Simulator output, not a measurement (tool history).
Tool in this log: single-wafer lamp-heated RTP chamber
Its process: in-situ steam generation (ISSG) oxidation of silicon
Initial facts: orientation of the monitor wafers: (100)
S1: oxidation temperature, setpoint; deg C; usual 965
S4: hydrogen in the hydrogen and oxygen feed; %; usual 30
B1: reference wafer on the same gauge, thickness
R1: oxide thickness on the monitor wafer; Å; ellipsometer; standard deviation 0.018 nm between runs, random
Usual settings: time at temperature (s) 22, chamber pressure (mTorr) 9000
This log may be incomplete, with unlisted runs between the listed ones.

run 1 hour=0.0 | S1=965 time_at_temperature_(s)=22 chamber_pressure_(mTorr)=9000 S4=30 | B1=5.142 | R1=54.74
run 2 hour=17.8 | S1=965 time_at_temperature_(s)=22 chamber_pressure_(mTorr)=9000 S4=30 | B1=5.144 | R1=54.75
run 3 hour=29.7 | S1=965 time_at_temperature_(s)=22 chamber_pressure_(mTorr)=9000 S4=30 | B1=5.138 | R1=54.74
run 4 hour=46.3 | S1=965 time_at_temperature_(s)=22 chamber_pressure_(mTorr)=9000 S4=30 | B1=5.141 | R1=54.31
run 5 hour=54.3 | S1=965 time_at_temperature_(s)=22 chamber_pressure_(mTorr)=9000 S4=30 | B1=5.141 | R1=54.77
run 6 hour=69.4 | S1=965 time_at_temperature_(s)=22 chamber_pressure_(mTorr)=9000 S4=30 | B1=5.140 | R1=54.51
run 7 hour=81.7 | S1=965 time_at_temperature_(s)=22 chamber_pressure_(mTorr)=9000 S4=30 | B1=5.143 | R1=54.18
run 8 hour=99.5 | S1=954 time_at_temperature_(s)=22 chamber_pressure_(mTorr)=9000 S4=32 | B1=5.139 | R1=53.27
-- hour=102.5 gauge calibrated
-- hour=109.9 pyrometer window cleaned and pyrometer calibrated
run 9 hour=110.4 | S1=954 time_at_temperature_(s)=22 chamber_pressure_(mTorr)=9000 S4=32 | B1=5.144 | R1=54.15
-- hour=123.9 pressure gauge zeroed
-- hour=131.1 hydrogen flow controller replaced
run 10 hour=131.6 | S1=965 time_at_temperature_(s)=22 chamber_pressure_(mTorr)=9000 S4=30 | B1=5.144 | R1=56.01
run 11 hour=132.0 | S1=965 time_at_temperature_(s)=22 chamber_pressure_(mTorr)=8300 S4=32 | B1=5.143 | R1=57.23
run 12 hour=138.2 | S1=965 time_at_temperature_(s)=22 chamber_pressure_(mTorr)=9000 S4=30 | B1=5.134 | R1=55.34
-- hour=169.2 pyrometer window cleaned and pyrometer calibrated, repeated, since the last time left the tool worse
run 13 hour=182.5 | S1=965 time_at_temperature_(s)=15 chamber_pressure_(mTorr)=8300 S4=32 | B1=5.136 | R1=46.86
run 14 hour=199.9 | S1=965 time_at_temperature_(s)=25 chamber_pressure_(mTorr)=8300 S4=32 | B1=5.140 | R1=58.31
run 15 hour=211.1 | S1=965 time_at_temperature_(s)=22 chamber_pressure_(mTorr)=9000 S4=30 | B1=5.140 | R1=54.04
run 16 hour=218.5 | S1=965 time_at_temperature_(s)=22 chamber_pressure_(mTorr)=9000 S4=30 | B1=5.138 | R1=54.03
run 17 hour=231.0 | S1=965 time_at_temperature_(s)=22 chamber_pressure_(mTorr)=9000 S4=30 | B1=5.135 | R1=53.55
run 18 hour=239.8 | S1=982 time_at_temperature_(s)=28 chamber_pressure_(mTorr)=10200 S4=32 | B1=5.139 | R1=63.57
-- hour=253.3 gauge calibrated
run 19 hour=255.1 | S1=965 time_at_temperature_(s)=13 chamber_pressure_(mTorr)=9000 S4=32 | B1=5.141 | R1=44.69
run 20 hour=264.6 | S1=948 time_at_temperature_(s)=22 chamber_pressure_(mTorr)=9900 S4=23 | B1=5.141 | R1=47.41
run 21 hour=282.1 | S1=965 time_at_temperature_(s)=19 chamber_pressure_(mTorr)=9000 S4=30 | B1=5.141 | R1=50.95

Pick out some run-to-run changes in R1. Of each, how much would a tool without hidden state show as well, from the settings, what came in and chance, and how much is left for the hidden state and any gauge scatter not in both results compared?
What the log doesn't record here: true wafer temperature minus pyrometer reading, K; true pressure minus gauge reading, Torr; deviation of the hydrogen flow from its setpoint, %; gauge reads high (%).
Run 8 -> 9: gauge calibrated, pyrometer window cleaned and pyrometer calibrated. R1 +0.88 Å: hidden state +0.90, all else -0.02.
Run 12 -> 13: time at temperature (s) 22 -> 15, chamber pressure (mTorr) 9000 -> 8300, S4 30 -> 32, pyrometer window cleaned and pyrometer calibrated, repeated, since the last time left the tool worse. R1 -8.48 Å: hidden state -2.13, all else -6.35.
Run 13 -> 14: time at temperature (s) 15 -> 25. R1 +11.45 Å: hidden state +0.21, all else +11.24.
Run 18 -> 19: S1 982 -> 965, time at temperature (s) 28 -> 13, chamber pressure (mTorr) 10200 -> 9000, gauge calibrated. R1 -18.88 Å: hidden state -0.35, all else -18.53.
